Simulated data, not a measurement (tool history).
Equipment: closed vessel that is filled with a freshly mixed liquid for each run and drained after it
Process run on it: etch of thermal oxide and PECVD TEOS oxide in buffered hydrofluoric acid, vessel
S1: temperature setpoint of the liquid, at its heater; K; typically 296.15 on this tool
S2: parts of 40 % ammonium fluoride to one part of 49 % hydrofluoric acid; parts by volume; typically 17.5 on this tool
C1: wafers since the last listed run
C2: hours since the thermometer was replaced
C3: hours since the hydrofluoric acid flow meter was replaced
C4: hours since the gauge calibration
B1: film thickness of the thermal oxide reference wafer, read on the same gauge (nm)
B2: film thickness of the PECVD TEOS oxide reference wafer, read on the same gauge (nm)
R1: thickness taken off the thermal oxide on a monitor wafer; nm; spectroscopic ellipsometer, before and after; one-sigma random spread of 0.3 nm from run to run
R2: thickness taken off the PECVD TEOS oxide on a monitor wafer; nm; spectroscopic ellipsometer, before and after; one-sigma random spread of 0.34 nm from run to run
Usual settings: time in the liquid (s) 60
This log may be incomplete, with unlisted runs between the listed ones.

Run 1, hour 0: usual settings but S2 22.5 parts by volume; C1 0; C2 788.5; C3 554.5; C4 57.5; B1 110.01; B2 150.02. Result: R1 28.15 nm, R2 73.71 nm.
Run 2, hour 18.9: usual settings but S2 22.5 parts by volume; C1 1388; C2 807.4; C3 573.4; C4 76.4; B1 109.99; B2 149.98. Result: R1 28.78 nm, R2 73.49 nm.
Run 3, hour 45.4: usual settings but S2 23 parts by volume; C1 1946; C2 833.9; C3 599.9; C4 102.9; B1 110.04; B2 150.02. Result: R1 27.88 nm, R2 72.03 nm.
Run 4, hour 72.4: usual settings but S2 23 parts by volume; C1 1983; C2 860.9; C3 626.9; C4 129.9; B1 110.03; B2 150. Result: R1 28.07 nm, R2 72.46 nm.
Run 5, hour 90.1: usual settings but time in the liquid (s) 45; C1 1300; C2 878.6; C3 644.6; C4 147.6; B1 110.01; B2 150. Result: R1 25.09 nm, R2 65.38 nm.
Run 6, hour 102.6: usual settings but time in the liquid (s) 45; C1 918; C2 891.1; C3 657.1; C4 160.1; B1 110.03; B2 149.99. Result: R1 25.21 nm, R2 65.19 nm.
Run 7, hour 132: usual settings; C1 2159; C2 920.5; C3 686.5; C4 189.5; B1 110.02; B2 149.99. Result: R1 33.56 nm, R2 86.75 nm.
Run 8, hour 148.2: usual settings; C1 1190; C2 936.7; C3 702.7; C4 205.7; B1 110; B2 150. Result: R1 33.3 nm, R2 86.47 nm.
Run 9, hour 180.4: usual settings; C1 2365; C2 968.9; C3 734.9; C4 237.9; B1 110; B2 149.99. Result: R1 33.03 nm, R2 85.53 nm.
At hour 187.5: hydrofluoric acid flow meter replaced.
At hour 194: thermometer replaced.
Run 10, hour 196.7: usual settings but S1 300.65 K, S2 12.5 parts by volume; C1 1050; C2 2.7; C3 9.2; C4 254.2; B1 110.03; B2 150. Result: R1 64.4 nm, R2 169.22 nm.
Run 11, hour 229.1: usual settings; C1 2380; C2 35.1; C3 41.6; C4 286.6; B1 110; B2 150.01. Result: R1 35.79 nm, R2 94.7 nm.
Run 12, hour 248.5: usual settings but S1 294.15 K, S2 11.5 parts by volume, time in the liquid (s) 70; C1 1425; C2 54.5; C3 61; C4 306; B1 110.03; B2 150.01. Result: R1 56.6 nm, R2 148.2 nm.
At hour 258.4: gauge calibrated.
Run 13, hour 274.7: usual settings but S1 299.15 K, S2 12.5 parts by volume, time in the liquid (s) 45; C1 1924; C2 80.7; C3 87.2; C4 16.3; B1 110.02; B2 150.01. Result: R1 43.94 nm, R2 115.42 nm.
Run 14, hour 292.5: usual settings; C1 1307; C2 98.5; C3 105; C4 34.1; B1 109.96; B2 150.02. Result: R1 35.9 nm, R2 93.76 nm.
Run 15, hour 319.2: usual settings but S1 294.15 K, S2 14 parts by volume, time in the liquid (s) 40; C1 1961; C2 125.2; C3 131.7; C4 60.8; B1 110.02; B2 150. Result: R1 26.55 nm, R2 69.24 nm.
Run 16, hour 363.8: usual settings but S1 300.15 K, S2 14.5 parts by volume; C1 3276; C2 169.8; C3 176.3; C4 105.4; B1 110; B2 149.99. Result: R1 52.86 nm, R2 138.02 nm.

The next listed run, before its measurement:
Run 17, hour 386.8: usual settings but S2 20 parts by volume, time in the liquid (s) 40; C1 1689; C2 192.8; C3 199.3; C4 128.4; B1 ?; B2 ?. Result: R1 ?, R2 ?.

Run 17 gave B1 109.99, B2 149.99, R1 20.96 nm, R2 54.59 nm.
With no hidden state in the tool, this same run would have given R1 21.86 nm, R2 56.92 nm.

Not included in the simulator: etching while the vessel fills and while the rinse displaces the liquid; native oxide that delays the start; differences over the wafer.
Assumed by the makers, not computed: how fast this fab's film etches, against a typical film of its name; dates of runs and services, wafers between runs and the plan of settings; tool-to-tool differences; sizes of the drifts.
